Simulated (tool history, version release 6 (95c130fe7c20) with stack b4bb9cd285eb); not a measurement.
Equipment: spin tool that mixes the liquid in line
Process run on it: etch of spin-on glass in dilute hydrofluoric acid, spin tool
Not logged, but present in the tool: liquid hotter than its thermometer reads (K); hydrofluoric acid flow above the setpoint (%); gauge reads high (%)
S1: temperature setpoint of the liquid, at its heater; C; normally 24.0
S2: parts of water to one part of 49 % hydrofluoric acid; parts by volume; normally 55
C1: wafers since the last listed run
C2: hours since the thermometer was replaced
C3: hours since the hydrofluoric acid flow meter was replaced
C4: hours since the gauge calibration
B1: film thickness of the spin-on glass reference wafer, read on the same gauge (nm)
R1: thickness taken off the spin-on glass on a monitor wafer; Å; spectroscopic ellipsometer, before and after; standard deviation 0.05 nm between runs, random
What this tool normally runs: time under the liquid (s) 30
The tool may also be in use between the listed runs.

{"run": 1, "hour": 0.0, "S1": 24.0, "S2": 55, "time under the liquid (s)": 30, "C1": 0, "C2": 2651.3, "C3": 855.4, "C4": 147.8, "B1": 149.98, "R1": 244.4}
{"run": 2, "hour": 6.4, "S1": 24.0, "S2": 55, "time under the liquid (s)": 30, "C1": 120, "C2": 2657.7, "C3": 861.8, "C4": 154.2, "B1": 149.96, "R1": 244.3}
{"run": 3, "hour": 14.0, "S1": 24.0, "S2": 55, "time under the liquid (s)": 35, "C1": 143, "C2": 2665.3, "C3": 869.4, "C4": 161.8, "B1": 149.97, "R1": 286.7}
{"run": 4, "hour": 31.3, "S1": 25.0, "S2": 55, "time under the liquid (s)": 30, "C1": 326, "C2": 2682.6, "C3": 886.7, "C4": 179.1, "B1": 149.98, "R1": 255.5}
{"run": 5, "hour": 44.2, "S1": 24.0, "S2": 55, "time under the liquid (s)": 30, "C1": 243, "C2": 2695.5, "C3": 899.6, "C4": 192.0, "B1": 150.06, "R1": 246.1}
{"run": 6, "hour": 56.8, "S1": 24.0, "S2": 45, "time under the liquid (s)": 30, "C1": 237, "C2": 2708.1, "C3": 912.2, "C4": 204.6, "B1": 149.97, "R1": 304.8}
{"run": 7, "hour": 71.7, "S1": 24.0, "S2": 45, "time under the liquid (s)": 30, "C1": 281, "C2": 2723.0, "C3": 927.1, "C4": 219.5, "B1": 149.96, "R1": 303.7}
{"run": 8, "hour": 80.6, "S1": 26.0, "S2": 55, "time under the liquid (s)": 30, "C1": 167, "C2": 2731.9, "C3": 936.0, "C4": 228.4, "B1": 150.02, "R1": 266.9}
{"run": 9, "hour": 93.4, "S1": 26.0, "S2": 55, "time under the liquid (s)": 30, "C1": 241, "C2": 2744.7, "C3": 948.8, "C4": 241.2, "B1": 149.97, "R1": 267.7}
{"run": 10, "hour": 101.4, "S1": 24.0, "S2": 65, "time under the liquid (s)": 30, "C1": 151, "C2": 2752.7, "C3": 956.8, "C4": 249.2, "B1": 150.02, "R1": 206.6}
{"run": 11, "hour": 117.5, "S1": 24.0, "S2": 55, "time under the liquid (s)": 30, "C1": 303, "C2": 2768.8, "C3": 972.9, "C4": 265.3, "B1": 150.03, "R1": 247.5}
{"run": 12, "hour": 124.3, "S1": 24.0, "S2": 55, "time under the liquid (s)": 30, "C1": 128, "C2": 2775.6, "C3": 979.7, "C4": 272.1, "B1": 149.95, "R1": 247.5}
{"run": 13, "hour": 133.8, "S1": 24.0, "S2": 55, "time under the liquid (s)": 30, "C1": 179, "C2": 2785.1, "C3": 989.2, "C4": 281.6, "B1": 149.97, "R1": 248.2}
{"run": 14, "hour": 146.0, "S1": 25.5, "S2": 55, "time under the liquid (s)": 25, "C1": 230, "C2": 2797.3, "C3": 1001.4, "C4": 293.8, "B1": 150.0, "R1": 220.1}
{"run": 15, "hour": 158.6, "S1": 24.0, "S2": 55, "time under the liquid (s)": 30, "C1": 237, "C2": 2809.9, "C3": 1014.0, "C4": 306.4, "B1": 149.99, "R1": 247.3}
{"run": 16, "hour": 171.0, "S1": 24.0, "S2": 55, "time under the liquid (s)": 30, "C1": 234, "C2": 2822.3, "C3": 1026.4, "C4": 318.8, "B1": 150.02, "R1": 248.0}
{"run": 17, "hour": 186.6, "S1": 25.5, "S2": 55, "time under the liquid (s)": 30, "C1": 294, "C2": 2837.9, "C3": 1042.0, "C4": 334.4, "B1": 149.97, "R1": 264.4}
{"hour": 187.7, "done": "hydrofluoric acid flow meter replaced"}
{"hour": 188.3, "done": "gauge calibrated"}
{"hour": 192.4, "done": "thermometer replaced"}
{"run": 18, "hour": 198.9, "S1": 24.0, "S2": 35, "time under the liquid (s)": 20, "C1": 194, "C2": 6.5, "C3": 11.2, "C4": 10.6, "B1": 149.97, "R1": 228.0}
{"run": 19, "hour": 209.4, "S1": 24.0, "S2": 55, "time under the liquid (s)": 30, "C1": 198, "C2": 17.0, "C3": 21.7, "C4": 21.1, "B1": 150.03, "R1": 211.9}
{"run": 20, "hour": 220.5, "S1": 19.5, "S2": 30, "time under the liquid (s)": 30, "C1": 209, "C2": 28.1, "C3": 32.8, "C4": 32.2, "B1": 149.97, "R1": 332.6}
{"run": 21, "hour": 234.3, "S1": 25.5, "S2": 25, "time under the liquid (s)": 40, "C1": 260, "C2": 41.9, "C3": 46.6, "C4": 46.0, "B1": 150.0, "R1": 689.3}
{"run": 22, "hour": 243.6, "S1": 24.0, "S2": 55, "time under the liquid (s)": 30, "C1": 175, "C2": 51.2, "C3": 55.9, "C4": 55.3, "B1": 149.97, "R1": 212.5}
{"run": 23, "hour": 253.6, "S1": 24.0, "S2": 55, "time under the liquid (s)": 30, "C1": 188, "C2": 61.2, "C3": 65.9, "C4": 65.3, "B1": 150.01, "R1": 212.5}
{"run": 24, "hour": 263.5, "S1": 20.0, "S2": 35, "time under the liquid (s)": 30, "C1": 186, "C2": 71.1, "C3": 75.8, "C4": 75.2, "B1": 150.04, "R1": 290.4}
{"run": 25, "hour": 281.1, "S1": 24.0, "S2": 55, "time under the liquid (s)": 30, "C1": 332, "C2": 88.7, "C3": 93.4, "C4": 92.8, "B1": 149.99, "R1": 213.8}
{"run": 26, "hour": 298.3, "S1": 28.5, "S2": 55, "time under the liquid (s)": 40, "C1": 324, "C2": 105.9, "C3": 110.6, "C4": 110.0, "B1": 149.96, "R1": 340.7}
{"run": 27, "hour": 311.7, "S1": 27.0, "S2": 25, "time under the liquid (s)": 40, "C1": 252, "C2": 119.3, "C3": 124.0, "C4": 123.4, "B1": 149.97, "R1": 739.8}
{"run": 28, "hour": 326.4, "S1": 19.0, "S2": 55, "time under the liquid (s)": 30, "C1": 277, "C2": 134.0, "C3": 138.7, "C4": 138.1, "B1": 149.97, "R1": 174.6}
{"run": 29, "hour": 342.2, "S1": 19.0, "S2": 75, "time under the liquid (s)": 15, "C1": 298, "C2": 149.8, "C3": 154.5, "C4": 153.9, "B1": 149.99, "R1": 62.6}

Consider 4 possible next runs. They are alternatives, not a sequence: every one starts from the tool as it was left by run 29. What does each give?
{"run": "A", "hour": 342.6, "S1": 26.5, "S2": 55, "time under the liquid (s)": 30, "C1": 7, "C2": 150.2, "C3": 154.9, "C4": 154.3, "B1": "?", "R1": "?"}
{"run": "B", "hour": 342.6, "S1": 25.5, "S2": 85, "time under the liquid (s)": 35, "C1": 7, "C2": 150.2, "C3": 154.9, "C4": 154.3, "B1": "?", "R1": "?"}
{"run": "C", "hour": 342.6, "S1": 19.5, "S2": 80, "time under the liquid (s)": 40, "C1": 7, "C2": 150.2, "C3": 154.9, "C4": 154.3, "B1": "?", "R1": "?"}
{"run": "D", "hour": 342.6, "S1": 21.0, "S2": 55, "time under the liquid (s)": 15, "C1": 7, "C2": 150.2, "C3": 154.9, "C4": 154.3, "B1": "?", "R1": "?"}

run=A B1=150.01 R1=236.1
run=B B1=150.01 R1=164.6
run=C B1=150.01 R1=157.5
run=D B1=150.01 R1=94.2
Without the tool's hidden state the same runs would have given:
run=A R1=230.4
run=B R1=160.5
run=C R1=153.7
run=D R1=91.9
